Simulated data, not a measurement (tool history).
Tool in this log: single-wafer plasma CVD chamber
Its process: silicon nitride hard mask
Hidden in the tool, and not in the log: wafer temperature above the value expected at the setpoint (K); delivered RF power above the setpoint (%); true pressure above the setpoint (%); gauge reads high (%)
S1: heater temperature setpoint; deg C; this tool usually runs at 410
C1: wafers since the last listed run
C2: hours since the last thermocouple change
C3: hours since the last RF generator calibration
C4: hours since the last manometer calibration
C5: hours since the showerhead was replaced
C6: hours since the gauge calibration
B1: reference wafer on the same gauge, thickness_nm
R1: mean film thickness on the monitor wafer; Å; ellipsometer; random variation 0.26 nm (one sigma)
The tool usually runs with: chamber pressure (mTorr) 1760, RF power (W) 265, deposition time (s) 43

{"run": 1, "hour": 0.0, "S1": 410, "chamber pressure (mTorr)": 1990, "RF power (W)": 265, "deposition time (s)": 43, "C1": 0, "C2": 715.6, "C3": 957.2, "C4": 1554.3, "C5": 7704.2, "C6": 269, "B1": 54.272, "R1": 454.5}
{"run": 2, "hour": 7.2, "S1": 410, "chamber pressure (mTorr)": 1760, "RF power (W)": 265, "deposition time (s)": 43, "C1": 209, "C2": 722.8, "C3": 964.4, "C4": 1561.5, "C5": 7711.4, "C6": 276.2, "B1": 54.233, "R1": 438.96}
{"run": 3, "hour": 19.2, "S1": 410, "chamber pressure (mTorr)": 1760, "RF power (W)": 265, "deposition time (s)": 43, "C1": 349, "C2": 734.8, "C3": 976.4, "C4": 1573.5, "C5": 7723.4, "C6": 288.2, "B1": 54.365, "R1": 442.06}
{"run": 4, "hour": 36.2, "S1": 410, "chamber pressure (mTorr)": 1760, "RF power (W)": 265, "deposition time (s)": 43, "C1": 495, "C2": 751.8, "C3": 993.4, "C4": 1590.5, "C5": 7740.4, "C6": 305.2, "B1": 54.325, "R1": 446.11}
{"hour": 47.8, "done": "capacitance manometer re-zeroed and calibrated"}
{"hour": 61.2, "done": "showerhead replaced"}
{"run": 5, "hour": 61.7, "S1": 410, "chamber pressure (mTorr)": 1760, "RF power (W)": 265, "deposition time (s)": 43, "C1": 276, "C2": 777.3, "C3": 1018.9, "C4": 13.9, "C5": 0.5, "C6": 330.7, "B1": 54.324, "R1": 444.19}
{"run": 6, "hour": 65.6, "S1": 416, "chamber pressure (mTorr)": 1760, "RF power (W)": 265, "deposition time (s)": 43, "C1": 113, "C2": 781.2, "C3": 1022.8, "C4": 17.8, "C5": 4.4, "C6": 334.6, "B1": 54.242, "R1": 440.07}
{"run": 7, "hour": 76.1, "S1": 410, "chamber pressure (mTorr)": 1760, "RF power (W)": 265, "deposition time (s)": 43, "C1": 305, "C2": 791.7, "C3": 1033.3, "C4": 28.3, "C5": 14.9, "C6": 345.1, "B1": 54.215, "R1": 445.43}
{"run": 8, "hour": 83.3, "S1": 410, "chamber pressure (mTorr)": 1760, "RF power (W)": 265, "deposition time (s)": 43, "C1": 209, "C2": 798.9, "C3": 1040.5, "C4": 35.5, "C5": 22.1, "C6": 352.3, "B1": 54.26, "R1": 445.64}
{"run": 9, "hour": 95.6, "S1": 410, "chamber pressure (mTorr)": 1760, "RF power (W)": 265, "deposition time (s)": 43, "C1": 358, "C2": 811.2, "C3": 1052.8, "C4": 47.8, "C5": 34.4, "C6": 364.6, "B1": 54.257, "R1": 442.23}
{"hour": 104.7, "done": "gauge calibrated"}
{"run": 10, "hour": 111.1, "S1": 410, "chamber pressure (mTorr)": 1760, "RF power (W)": 265, "deposition time (s)": 43, "C1": 451, "C2": 826.7, "C3": 1068.3, "C4": 63.3, "C5": 49.9, "C6": 6.4, "B1": 54.244, "R1": 444.36}
{"hour": 121.2, "done": "RF generator calibrated"}
{"run": 11, "hour": 126.3, "S1": 423, "chamber pressure (mTorr)": 1760, "RF power (W)": 265, "deposition time (s)": 51.5, "C1": 209, "C2": 841.9, "C3": 5.1, "C4": 78.5, "C5": 65.1, "C6": 21.6, "B1": 54.289, "R1": 573.46}
{"run": 12, "hour": 133.6, "S1": 396, "chamber pressure (mTorr)": 1760, "RF power (W)": 265, "deposition time (s)": 50, "C1": 212, "C2": 849.2, "C3": 12.4, "C4": 85.8, "C5": 72.4, "C6": 28.9, "B1": 54.393, "R1": 568.08}
{"run": 13, "hour": 140.4, "S1": 397, "chamber pressure (mTorr)": 1760, "RF power (W)": 265, "deposition time (s)": 43, "C1": 198, "C2": 856, "C3": 19.2, "C4": 92.6, "C5": 79.2, "C6": 35.7, "B1": 54.351, "R1": 483.87}
{"hour": 160.6, "done": "thermocouple changed; heater temperature recalibrated"}
{"run": 14, "hour": 161.1, "S1": 410, "chamber pressure (mTorr)": 1760, "RF power (W)": 265, "deposition time (s)": 43, "C1": 370, "C2": 0.5, "C3": 39.9, "C4": 113.3, "C5": 99.9, "C6": 56.4, "B1": 54.312, "R1": 479.83}
{"run": 15, "hour": 167.4, "S1": 410, "chamber pressure (mTorr)": 1760, "RF power (W)": 265, "deposition time (s)": 43, "C1": 183, "C2": 6.8, "C3": 46.2, "C4": 119.6, "C5": 106.2, "C6": 62.7, "B1": 54.236, "R1": 482.25}
{"run": 16, "hour": 176.8, "S1": 420, "chamber pressure (mTorr)": 1760, "RF power (W)": 265, "deposition time (s)": 43, "C1": 273, "C2": 16.2, "C3": 55.6, "C4": 129, "C5": 115.6, "C6": 72.1, "B1": 54.295, "R1": 474.65}
{"run": 17, "hour": 188.9, "S1": 410, "chamber pressure (mTorr)": 2000, "RF power (W)": 240, "deposition time (s)": 45.5, "C1": 352, "C2": 28.3, "C3": 67.7, "C4": 141.1, "C5": 127.7, "C6": 84.2, "B1": 54.404, "R1": 477.75}
{"run": 18, "hour": 197.0, "S1": 410, "chamber pressure (mTorr)": 1760, "RF power (W)": 305, "deposition time (s)": 46, "C1": 235, "C2": 36.4, "C3": 75.8, "C4": 149.2, "C5": 135.8, "C6": 92.3, "B1": 54.23, "R1": 568.12}
{"run": 19, "hour": 210.6, "S1": 415, "chamber pressure (mTorr)": 1760, "RF power (W)": 285, "deposition time (s)": 49.6, "C1": 396, "C2": 50, "C3": 89.4, "C4": 162.8, "C5": 149.4, "C6": 105.9, "B1": 54.207, "R1": 588.34}
{"run": 20, "hour": 217.2, "S1": 410, "chamber pressure (mTorr)": 1760, "RF power (W)": 295, "deposition time (s)": 43, "C1": 192, "C2": 56.6, "C3": 96, "C4": 169.4, "C5": 156, "C6": 112.5, "B1": 54.479, "R1": 517.25}
{"run": 21, "hour": 228.9, "S1": 410, "chamber pressure (mTorr)": 1760, "RF power (W)": 265, "deposition time (s)": 46, "C1": 340, "C2": 68.3, "C3": 107.7, "C4": 181.1, "C5": 167.7, "C6": 124.2, "B1": 54.347, "R1": 506.71}
{"run": 22, "hour": 244.2, "S1": 410, "chamber pressure (mTorr)": 1760, "RF power (W)": 265, "deposition time (s)": 49.2, "C1": 445, "C2": 83.6, "C3": 123, "C4": 196.4, "C5": 183, "C6": 139.5, "B1": 54.356, "R1": 547.53}
{"run": 23, "hour": 258.6, "S1": 410, "chamber pressure (mTorr)": 1760, "RF power (W)": 265, "deposition time (s)": 43, "C1": 419, "C2": 98, "C3": 137.4, "C4": 210.8, "C5": 197.4, "C6": 153.9, "B1": 54.17, "R1": 473.83}
{"run": 24, "hour": 272.2, "S1": 399, "chamber pressure (mTorr)": 1620, "RF power (W)": 285, "deposition time (s)": 43, "C1": 396, "C2": 111.6, "C3": 151, "C4": 224.4, "C5": 211, "C6": 167.5, "B1": 54.194, "R1": 489.15}
{"run": 25, "hour": 278.8, "S1": 402, "chamber pressure (mTorr)": 1760, "RF power (W)": 265, "deposition time (s)": 45.5, "C1": 192, "C2": 118.2, "C3": 157.6, "C4": 231, "C5": 217.6, "C6": 174.1, "B1": 54.354, "R1": 502.72}
{"run": 26, "hour": 291.8, "S1": 414, "chamber pressure (mTorr)": 1650, "RF power (W)": 265, "deposition time (s)": 43, "C1": 378, "C2": 131.2, "C3": 170.6, "C4": 244, "C5": 230.6, "C6": 187.1, "B1": 54.368, "R1": 462.73}
{"run": 27, "hour": 306.9, "S1": 401, "chamber pressure (mTorr)": 2080, "RF power (W)": 230, "deposition time (s)": 43, "C1": 439, "C2": 146.3, "C3": 185.7, "C4": 259.1, "C5": 245.7, "C6": 202.2, "B1": 54.358, "R1": 431.07}
{"run": 28, "hour": 317.5, "S1": 410, "chamber pressure (mTorr)": 1410, "RF power (W)": 315, "deposition time (s)": 43, "C1": 308, "C2": 156.9, "C3": 196.3, "C4": 269.7, "C5": 256.3, "C6": 212.8, "B1": 54.346, "R1": 509.5}
{"run": 29, "hour": 328.2, "S1": 410, "chamber pressure (mTorr)": 1760, "RF power (W)": 265, "deposition time (s)": 43, "C1": 311, "C2": 167.6, "C3": 207, "C4": 280.4, "C5": 267, "C6": 223.5, "B1": 54.279, "R1": 469.35}
{"run": 30, "hour": 336.6, "S1": 417, "chamber pressure (mTorr)": 1760, "RF power (W)": 265, "deposition time (s)": 43, "C1": 244, "C2": 176, "C3": 215.4, "C4": 288.8, "C5": 275.4, "C6": 231.9, "B1": 54.306, "R1": 466.13}

State the hidden condition of the tool at each of the runs:
wafer temperature above the value expected at the setpoint (K): 0 in every run
true pressure above the setpoint (%): 0 in every run
gauge reads high (%): 0 in every run
H1: delivered RF power above the setpoint (%)
run=1 H1=-10.2
run=2 H1=-10.2
run=3 H1=-10.2
run=4 H1=-10.2
run=5 H1=-10.2
run=6 H1=-10.3
run=7 H1=-10.3
run=8 H1=-10.3
run=9 H1=-10.3
run=10 H1=-10.3
run=11 H1=-0.251
run=12 H1=-0.44
run=13 H1=-0.613
run=14 H1=-1.12
run=15 H1=-1.26
run=16 H1=-1.48
run=17 H1=-1.74
run=18 H1=-1.91
run=19 H1=-2.19
run=20 H1=-2.32
run=21 H1=-2.55
run=22 H1=-2.83
run=23 H1=-3.09
run=24 H1=-3.32
run=25 H1=-3.42
run=26 H1=-3.63
run=27 H1=-3.86
run=28 H1=-4.01
run=29 H1=-4.16
run=30 H1=-4.28
